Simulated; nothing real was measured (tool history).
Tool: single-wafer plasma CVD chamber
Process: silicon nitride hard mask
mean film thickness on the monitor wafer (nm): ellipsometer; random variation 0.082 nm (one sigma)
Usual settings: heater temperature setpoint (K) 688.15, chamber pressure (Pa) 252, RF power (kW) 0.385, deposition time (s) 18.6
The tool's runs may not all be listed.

| run | hour | heater temperature setpoint (K) | chamber pressure (Pa) | RF power (kW) | deposition time (s) | wafers since the last listed run | hours since the last thermocouple change | hours since the last RF generator calibration | hours since the last manometer calibration | hours since the showerhead was replaced | hours since the gauge calibration | read-back reference wafer on the same gauge, thickness_nm | mean film thickness on the monitor wafer (nm) |
|---|---|---|---|---|---|---|---|---|---|---|---|---|---|
| 1 | 0 | 688.15 | 252 | 0.385 | 18.6 | 0 | 631.5 | 2003.5 | 1053.4 | 5475.6 | 1961.2 | 24.001 | 26.835 |
| 2 | 72 | 688.15 | 204 | 0.385 | 18.6 | 1700 | 703.5 | 2075.5 | 1125.4 | 5547.6 | 2033.2 | 24.019 | 25.194 |
| 3 | 166.5 | 688.15 | 204 | 0.385 | 18.6 | 2231 | 798 | 2170 | 1219.9 | 5642.1 | 2127.7 | 24.008 | 25.12 |
| 4 | 220 | 688.15 | 204 | 0.385 | 18.6 | 1263 | 851.5 | 2223.5 | 1273.4 | 5695.6 | 2181.2 | 24.012 | 25.183 |
|  | 268.3 | thermocouple changed; heater temperature recalibrated |
| 5 | 310.3 | 688.15 | 252 | 0.385 | 18.6 | 1943 | 42 | 2313.8 | 1363.7 | 5785.9 | 2271.5 | 23.971 | 26.722 |
|  | 327.9 | RF generator calibrated |
| 6 | 417.9 | 688.15 | 252 | 0.385 | 18.6 | 2351 | 149.6 | 90 | 1471.3 | 5893.5 | 2379.1 | 23.997 | 27.549 |
| 7 | 510.7 | 688.15 | 252 | 0.385 | 18.6 | 2191 | 242.4 | 182.8 | 1564.1 | 5986.3 | 2471.9 | 23.988 | 27.441 |
| 8 | 577.8 | 688.15 | 252 | 0.385 | 18.6 | 1584 | 309.5 | 249.9 | 1631.2 | 6053.4 | 2539 | 23.98 | 27.501 |
| 9 | 642.9 | 688.15 | 252 | 0.385 | 18.6 | 1537 | 374.6 | 315 | 1696.3 | 6118.5 | 2604.1 | 23.992 | 27.415 |
| 10 | 895.2 | 679.15 | 300 | 0.385 | 18.6 | 5957 | 626.9 | 567.3 | 1948.6 | 6370.8 | 2856.4 | 24.021 | 28.786 |
| 11 | 970.2 | 679.15 | 300 | 0.385 | 18.6 | 1770 | 701.9 | 642.3 | 2023.6 | 6445.8 | 2931.4 | 24.004 | 28.732 |
|  | 1028.8 | capacitance manometer re-zeroed and calibrated |
| 12 | 1055.5 | 688.15 | 252 | 0.46 | 18.6 | 1825 | 787.2 | 727.6 | 26.7 | 6531.1 | 3016.7 | 23.997 | 29.313 |
| 13 | 1153.1 | 699.15 | 252 | 0.385 | 18.6 | 2304 | 884.8 | 825.2 | 124.3 | 6628.7 | 3114.3 | 24.026 | 27.246 |
|  | 1239.6 | thermocouple changed; heater temperature recalibrated |
| 14 | 1255.4 | 702.15 | 224 | 0.32 | 15.8 | 2226 | 15.8 | 927.5 | 226.6 | 6731 | 3216.6 | 24.004 | 20.892 |
|  | 1319.8 | showerhead replaced |
| 15 | 1362 | 688.15 | 252 | 0.385 | 18.6 | 2328 | 122.4 | 1034.1 | 333.2 | 42.2 | 3323.2 | 24.007 | 27.401 |
| 16 | 1439.2 | 698.15 | 308 | 0.315 | 18.6 | 1822 | 199.6 | 1111.3 | 410.4 | 119.4 | 3400.4 | 23.997 | 26.595 |
| 17 | 1544.3 | 688.15 | 252 | 0.385 | 18.6 | 2481 | 304.7 | 1216.4 | 515.5 | 224.5 | 3505.5 | 23.98 | 27.228 |
| 18 | 1619.7 | 688.15 | 252 | 0.385 | 21.2 | 1780 | 380.1 | 1291.8 | 590.9 | 299.9 | 3580.9 | 23.993 | 30.965 |
| 19 | 1658.2 | 688.15 | 271 | 0.385 | 14.9 | 909 | 418.6 | 1330.3 | 629.4 | 338.4 | 3619.4 | 24.03 | 22.228 |
|  | 1659.5 | gauge calibrated |
| 20 | 1697.2 | 688.15 | 252 | 0.42 | 16.2 | 920 | 457.6 | 1369.3 | 668.4 | 377.4 | 37.7 | 24.001 | 24.571 |
| 21 | 1757.2 | 688.15 | 252 | 0.385 | 21.2 | 1416 | 517.6 | 1429.3 | 728.4 | 437.4 | 97.7 | 23.991 | 31.039 |
| 22 | 1843.8 | 699.15 | 252 | 0.36 | 18.6 | 2044 | 604.2 | 1515.9 | 815 | 524 | 184.3 | 23.992 | 26.489 |
| 23 | 1905.5 | 688.15 | 252 | 0.385 | 18.6 | 1456 | 665.9 | 1577.6 | 876.7 | 585.7 | 246 | 23.991 | 27.082 |
| 24 | 1966.4 | 680.15 | 295 | 0.385 | 18.6 | 1437 | 726.8 | 1638.5 | 937.6 | 646.6 | 306.9 | 24.008 | 28.368 |
| 25 | 2040.2 | 688.15 | 252 | 0.385 | 18.6 | 1742 | 800.6 | 1712.3 | 1011.4 | 720.4 | 380.7 | 23.986 | 26.969 |
|  | 2289.7 | thermocouple changed; heater temperature recalibrated |
| 26 | 2303.8 | 702.15 | 209 | 0.385 | 18.6 | 6035 | 14.1 | 1975.9 | 1275 | 984 | 644.3 | 23.982 | 25.438 |
| 27 | 2401.4 | 676.15 | 252 | 0.385 | 18.6 | 2304 | 111.7 | 2073.5 | 1372.6 | 1081.6 | 741.9 | 24.014 | 26.885 |
| 28 | 2471.5 | 688.15 | 252 | 0.385 | 18.6 | 1655 | 181.8 | 2143.6 | 1442.7 | 1151.7 | 812 | 23.989 | 26.728 |
|  | 2688.5 | RF generator calibrated |
| 29 | 2706.2 | 688.15 | 280 | 0.385 | 18.6 | 5352 | 416.5 | 17.7 | 1677.4 | 1386.4 | 1046.7 | 23.997 | 28.087 |

Forecast each of these 3 alternatives for the next run:
| A | 2706.6 | 688.15 | 252 | 0.35 | 18.6 | 9 | 416.9 | 18.1 | 1677.8 | 1386.8 | 1047.1 | ? | ? |
| B | 2706.6 | 688.15 | 297 | 0.385 | 18.6 | 9 | 416.9 | 18.1 | 1677.8 | 1386.8 | 1047.1 | ? | ? |
| C | 2706.6 | 688.15 | 252 | 0.315 | 18.6 | 9 | 416.9 | 18.1 | 1677.8 | 1386.8 | 1047.1 | ? | ? |

| run | read-back reference wafer on the same gauge, thickness_nm | mean film thickness on the monitor wafer (nm) |
|---|---|---|
| A | 23.995 | 26.352 |
| B | 23.995 | 28.467 |
| C | 23.995 | 25.362 |
Without the tool's hidden state the same runs would have given:
| run | mean film thickness on the monitor wafer (nm) |
|---|---|
| A | 26.472 |
| B | 28.597 |
| C | 25.477 |

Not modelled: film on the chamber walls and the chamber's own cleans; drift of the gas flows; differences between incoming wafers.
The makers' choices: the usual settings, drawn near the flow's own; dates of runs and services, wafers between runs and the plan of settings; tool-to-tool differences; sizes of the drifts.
